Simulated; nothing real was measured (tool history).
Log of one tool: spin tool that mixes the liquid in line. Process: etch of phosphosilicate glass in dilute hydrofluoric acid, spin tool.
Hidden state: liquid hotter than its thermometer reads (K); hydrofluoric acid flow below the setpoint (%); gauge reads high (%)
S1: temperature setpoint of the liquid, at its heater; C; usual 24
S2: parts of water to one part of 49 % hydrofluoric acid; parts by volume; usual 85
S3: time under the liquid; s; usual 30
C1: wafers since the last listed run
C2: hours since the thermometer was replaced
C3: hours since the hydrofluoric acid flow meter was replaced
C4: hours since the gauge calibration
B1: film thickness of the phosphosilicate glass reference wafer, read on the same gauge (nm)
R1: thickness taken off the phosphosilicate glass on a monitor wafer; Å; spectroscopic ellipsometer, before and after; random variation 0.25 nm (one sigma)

run	hour	S1	S2	S3	C1	C2	C3	C4	B1	R1
1	0	25.5	85	30	0	161.3	627.8	2692.7	109.97	293.3
2	61.1	24	85	30	599	222.4	688.9	2753.8	110.04	276.7
3	110.6	24	85	30	485	271.9	738.4	2803.3	109.97	284.5
# hour 178.7: hydrofluoric acid flow meter replaced
4	179.4	24	85	30	664	340.7	0.7	2872.1	109.99	281.8
5	251.2	24	85	30	703	412.5	72.5	2943.9	110.03	282
6	352.7	21	85	30	995	514	174	3045.4	110.02	249.2
7	394.6	21	85	30	410	555.9	215.9	3087.3	110	254.4
8	448.5	27	85	30	528	609.8	269.8	3141.2	110	317.8
9	502.2	27	85	30	526	663.5	323.5	3194.9	110	317.9
10	588	20.5	70	30	841	749.3	409.3	3280.7	110.02	306.7
11	637.7	22.5	100	30	487	799	459	3330.4	110.01	223.6
# hour 663.3: thermometer replaced
12	857.7	24	85	15	2147	194.4	679	3550.4	109.95	141.7
13	908.1	24	50	30	494	244.8	729.4	3600.8	109.99	499.9
# hour 942.7: hydrofluoric acid flow meter replaced
14	964	24	85	30	538	300.7	21.3	3656.7	109.99	280.3
15	1035.1	24	85	30	697	371.8	92.4	3727.8	110	280.9
16	1101.3	19	50	30	649	438	158.6	3794	110.01	407.3
17	1208.8	24	100	20	1053	545.5	266.1	3901.5	110.04	158.5
# hour 1251: gauge calibrated
18	1272.3	26.5	85	35	622	609	329.6	21.3	109.95	364.6
19	1344.6	24	55	30	708	681.3	401.9	93.6	110.02	459.2
20	1448.6	28.5	60	50	1019	785.3	505.9	197.6	109.94	841.1
21	1548.8	21	120	15	982	885.5	606.1	297.8	109.99	87
22	1590.9	28.5	65	45	412	927.6	648.2	339.9	109.94	696.9
23	1681.8	24	110	15	891	1018.5	739.1	430.8	110.02	108.1
# hour 1689.8: thermometer replaced
# hour 1700.9: hydrofluoric acid flow meter replaced
24	1789	24	50	15	1031	99.2	88.1	538	109.93	244
25	1828	28.5	65	50	382	138.2	127.1	577	110	737.7
26	2021	24	85	30	1892	331.2	320.1	770	109.97	283.3
27	2076.8	22.5	85	40	547	387	375.9	825.8	110.02	345.6
28	2150.7	24	85	30	724	460.9	449.8	899.7	109.98	283.7
29	2193.6	22	85	30	420	503.8	492.7	942.6	110.04	266.4
30	2249.3	24	85	30	546	559.5	548.4	998.3	110	288.7
31	2310.7	25.5	85	15	601	620.9	609.8	1059.7	109.99	150.4
32	2403.5	24	60	25	909	713.7	702.6	1152.5	109.96	350.1
33	2444.4	29	65	25	400	754.6	743.5	1193.4	109.98	385.6

3 ways to go on from here, each from the tool as it stands after run 33. What would each give?
A	2444.8	24	85	30	3	755	743.9	1193.8	?	?
B	2444.8	26	85	30	3	755	743.9	1193.8	?	?
C	2444.8	26.5	70	15	3	755	743.9	1193.8	?	?

run	B1	R1
A	110.01	288.6
B	110.01	312.2
C	110.01	197.3
Without the tool's hidden state the same runs would have given:
run	R1
A	276.7
B	299.6
C	189.3
